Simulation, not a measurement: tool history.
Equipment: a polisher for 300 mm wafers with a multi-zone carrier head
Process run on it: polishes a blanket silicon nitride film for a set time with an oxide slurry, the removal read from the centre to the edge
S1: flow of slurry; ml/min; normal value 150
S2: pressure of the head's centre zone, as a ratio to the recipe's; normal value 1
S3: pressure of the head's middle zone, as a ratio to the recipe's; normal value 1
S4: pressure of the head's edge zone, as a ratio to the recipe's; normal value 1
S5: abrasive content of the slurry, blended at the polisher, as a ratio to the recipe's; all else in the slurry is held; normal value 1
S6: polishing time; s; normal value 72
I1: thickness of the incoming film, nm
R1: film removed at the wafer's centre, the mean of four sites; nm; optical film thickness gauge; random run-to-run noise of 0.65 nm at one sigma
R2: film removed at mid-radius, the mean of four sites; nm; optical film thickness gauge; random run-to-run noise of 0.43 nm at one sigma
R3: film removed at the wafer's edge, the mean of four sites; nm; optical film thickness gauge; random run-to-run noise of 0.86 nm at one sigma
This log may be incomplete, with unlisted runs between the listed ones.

run,day,S1,S2,S3,S4,S5,S6,I1,R1,R2,R3
1,0,150,1,1,1,1,72,630.7,56.3,58.2,59.5
2,1.496,150,1,1,1,1,72,627.8,56.1,57.4,59.1
3,2.938,150,1,1,1,1,72,619.3,52.8,55.6,56.6
# day 4.504: worn pad replaced by a new one
4,4.525,120,1,1,1,1,60,637.2,42.9,46.6,49.2
5,5.438,120,1,1,1,1,60,623,43.3,46.9,48.1
6,6.896,120,1,1,1,1,60,636,42.2,45.7,46.6
7,8.358,120,1,1,1,1,72,632.7,48.3,53.7,53.9
8,8.967,120,1,1,1,1,72,630.6,47.7,52.6,54.4
# day 9.396: worn pad replaced by a new one
9,9.871,120,1,1,1,1,72,633.2,51,55.3,56.7
# day 10.496: slurry nozzle cleaned
10,10.729,150,1,1,1.05,0.85,72,632.8,48.6,54.2,56.4
11,11.533,150,0.93,1.06,1.04,1,72,625.8,46.7,60,59.9
# day 12.283: centre zone pressure recalibrated
12,12.942,150,1,1,0.95,1,89,626.8,68.6,68.8,67.9
# day 14.038: worn pad replaced by a new one
# day 14.604: carrier head's membrane replaced by a new one
# day 17.238: edge zone pressure recalibrated
13,17.258,150,0.92,1,1,0.8,72,625.8,47.2,51.9,52.7
14,18.596,150,1,1,1.05,1,79,621,59.7,59.7,63.3
# day 19.138: worn pad replaced by a new one
15,20.067,110,1.11,1,1,1,72,644.1,58.6,53.5,55.5
16,20.571,150,1,1,1.07,1,59,626.6,45.7,47.3,49.4
17,22.038,190,1,1,1,1,72,627.1,59.6,59.5,58.4
18,23.304,150,1,1,1,1,72,625.8,53.1,55.1,56.5
# day 23.517: worn pad replaced by a new one
19,24.354,150,1,1,1,1,72,625.3,56,58.4,59

The tool's hidden state at each run:
slurry flow missing at the pad, %: 0 in every run
deviation of the edge zone's pressure from its setpoint, %: 0 in every run
H1: removal rate lost through wear of the pad, %
H2: deviation of the centre zone's pressure from its setpoint, %
run,H1,H2
1,0.441,-3.36
2,1.78,-4.13
3,4.34,-4.96
4,0.542,-5.99
5,0.802,-6.63
6,2.25,-7.74
7,4.99,-8.95
8,6.51,-9.49
9,1.08,-10.3
10,1.55,-11.1
11,2.39,-11.9
12,4.78,0.266
13,3.55,-0.296
14,6.67,-0.645
15,1.98,-1.12
16,2.34,-1.31
17,4.24,-1.92
18,6.93,-2.53
19,0.407,-3.09
